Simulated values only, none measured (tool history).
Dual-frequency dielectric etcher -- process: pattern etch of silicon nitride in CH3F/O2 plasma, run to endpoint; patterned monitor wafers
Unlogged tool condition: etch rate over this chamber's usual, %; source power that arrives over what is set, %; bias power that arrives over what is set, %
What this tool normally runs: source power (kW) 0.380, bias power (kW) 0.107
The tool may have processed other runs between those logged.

run,hour,source power (kW),bias power (kW),wafers since the last listed run,hours since the last wet clean,hours since the last source power generator calibration,hours since the last bias power generator calibration,hours since the last upper electrode change,"incoming incoming film thickness, nm",endpoint time (s)
1,0.0,0.300,0.107,0,103.2,2397.5,1542.5,4902.4,111.3,124.6
2,57.6,0.300,0.107,566,160.8,2455.1,1600.1,4960.0,111.1,124.7
3,133.8,0.300,0.107,748,237.0,2531.3,1676.3,5036.2,111.4,125.4
4,174.2,0.380,0.107,397,277.4,2571.7,1716.7,5076.6,111.6,116.6
5,223.1,0.380,0.107,480,326.3,2620.6,1765.6,5125.5,110.8,118.1
6,250.7,0.380,0.107,271,353.9,2648.2,1793.2,5153.1,111.7,119.3
7,277.7,0.380,0.107,265,380.9,2675.2,1820.2,5180.1,113.1,119.8
8,338.7,0.380,0.107,599,441.9,2736.2,1881.2,5241.1,112.9,120.7
9,391.2,0.380,0.107,515,494.4,2788.7,1933.7,5293.6,113.1,122.4
10,430.1,0.380,0.093,382,533.3,2827.6,1972.6,5332.5,111.9,124.6
# hour 479.0: wet clean of the chamber
11,497.7,0.380,0.093,428,18.7,2895.2,2040.2,5400.1,110.5,118.4
# hour 717.9: upper electrode replaced
12,718.4,0.380,0.093,1933,239.4,3115.9,2260.9,0.5,112.1,121.5
13,762.2,0.450,0.107,430,283.2,3159.7,2304.7,44.3,111.8,113.3
14,803.7,0.450,0.107,407,324.7,3201.2,2346.2,85.8,110.9,110.7
15,849.4,0.410,0.125,449,370.4,3246.9,2391.9,131.5,112.8,113.2
# hour 870.5: bias power generator calibrated
16,890.3,0.430,0.117,362,411.3,3287.8,19.8,172.4,112.3,112.6
17,946.1,0.450,0.124,548,467.1,3343.6,75.6,228.2,110.9,108.9
18,1004.5,0.380,0.107,573,525.5,3402.0,134.0,286.6,112.0,121.2
19,1055.9,0.380,0.107,505,576.9,3453.4,185.4,338.0,110.7,119.8
# hour 1113.6: wet clean of the chamber
20,1114.1,0.380,0.107,336,0.5,3511.6,243.6,396.2,111.9,115.9
21,1178.1,0.430,0.117,628,64.5,3575.6,307.6,460.2,111.9,108.0
22,1247.2,0.470,0.095,679,133.6,3644.7,376.7,529.3,110.8,112.5
# hour 1264.7: source power generator calibrated
23,1310.5,0.420,0.086,582,196.9,45.8,440.0,592.6,112.3,119.7
24,1365.9,0.340,0.094,544,252.3,101.2,495.4,648.0,111.6,123.9
25,1425.2,0.350,0.129,582,311.6,160.5,554.7,707.3,111.7,114.4
26,1459.1,0.460,0.124,333,345.5,194.4,588.6,741.2,111.6,105.2
27,1498.2,0.290,0.117,384,384.6,233.5,627.7,780.3,111.9,125.1
28,1538.4,0.280,0.125,395,424.8,273.7,667.9,820.5,110.8,121.6
29,1607.2,0.380,0.107,676,493.6,342.5,736.7,889.3,112.2,120.5

Each row is a separate what-if for the run after 29, all from the same tool condition, not one after another. Results?
A,1607.7,0.380,0.107,4,494.1,343.0,737.2,889.8,112.7,?
B,1607.7,0.340,0.084,4,494.1,343.0,737.2,889.8,112.7,?
C,1607.7,0.380,0.092,4,494.1,343.0,737.2,889.8,112.7,?
D,1607.7,0.430,0.126,4,494.1,343.0,737.2,889.8,112.7,?

run,endpoint time (s)
A,120.6
B,133.1
C,125.6
D,110.8
Take away the tool's hidden state, keep each run's random variation, and the runs would have read:
run,endpoint time (s)
A,116.7
B,128.8
C,121.5
D,107.2
